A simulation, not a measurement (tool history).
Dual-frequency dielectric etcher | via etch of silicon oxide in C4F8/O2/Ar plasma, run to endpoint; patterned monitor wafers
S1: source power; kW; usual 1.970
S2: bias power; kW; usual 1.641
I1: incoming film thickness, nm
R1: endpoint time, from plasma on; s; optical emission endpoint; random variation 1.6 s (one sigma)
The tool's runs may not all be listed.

Run 1, hour 0.0: usual settings; I1 1508.2. Result: R1 279.3 s.
Run 2, hour 61.4: usual settings; I1 1530.7. Result: R1 281.1 s.
Run 3, hour 148.4: usual settings; I1 1520.7. Result: R1 278.2 s.
Run 4, hour 199.0: usual settings; I1 1517.2. Result: R1 277.7 s.
Run 5, hour 239.8: usual settings; I1 1520.7. Result: R1 277.2 s.
At hour 256.1: bias power generator calibrated.
Run 6, hour 309.5: usual settings but S1 1.740 kW; I1 1511.1. Result: R1 288.8 s.
At hour 406.2: source power generator calibrated.
Run 7, hour 406.7: usual settings but S2 1.433 kW; I1 1515.1. Result: R1 284.9 s.
At hour 435.8: wet clean of the chamber.
Run 8, hour 449.7: usual settings but S1 1.820 kW, S2 1.257 kW; I1 1512.5. Result: R1 317.5 s.
Run 9, hour 489.5: usual settings but S1 2.130 kW, S2 2.036 kW; I1 1516.9. Result: R1 251.5 s.
Run 10, hour 538.3: usual settings; I1 1513.4. Result: R1 283.0 s.
At hour 598.0: upper electrode replaced.
Run 11, hour 598.5: usual settings but S2 1.502 kW; I1 1520.5. Result: R1 286.2 s.
Run 12, hour 639.4: usual settings but S1 2.230 kW; I1 1524.6. Result: R1 264.7 s.
Run 13, hour 723.1: usual settings; I1 1517.3. Result: R1 277.8 s.
Run 14, hour 761.5: usual settings but S1 1.490 kW, S2 1.288 kW; I1 1517.7. Result: R1 335.7 s.

Forecast each of these 5 alternatives for the next run:
Run A, hour 762.0: usual settings; I1 1519.0. Result: R1 ?.
Run B, hour 762.0: usual settings but S1 1.550 kW, S2 1.849 kW; I1 1519.0. Result: R1 ?.
Run C, hour 762.0: usual settings but S1 1.760 kW, S2 2.016 kW; I1 1519.0. Result: R1 ?.
Run D, hour 762.0: usual settings but S1 1.650 kW, S2 1.369 kW; I1 1519.0. Result: R1 ?.
Run E, hour 762.0: usual settings but S1 2.330 kW, S2 1.830 kW; I1 1519.0. Result: R1 ?.

run     R1
  A  275.7
  B  292.6
  C  269.3
  D  315.9
  E  247.8
Without the tool's hidden state the same runs would have given:
run     R1
  A  284.3
  B  301.8
  C  277.8
  D  325.8
  E  255.6

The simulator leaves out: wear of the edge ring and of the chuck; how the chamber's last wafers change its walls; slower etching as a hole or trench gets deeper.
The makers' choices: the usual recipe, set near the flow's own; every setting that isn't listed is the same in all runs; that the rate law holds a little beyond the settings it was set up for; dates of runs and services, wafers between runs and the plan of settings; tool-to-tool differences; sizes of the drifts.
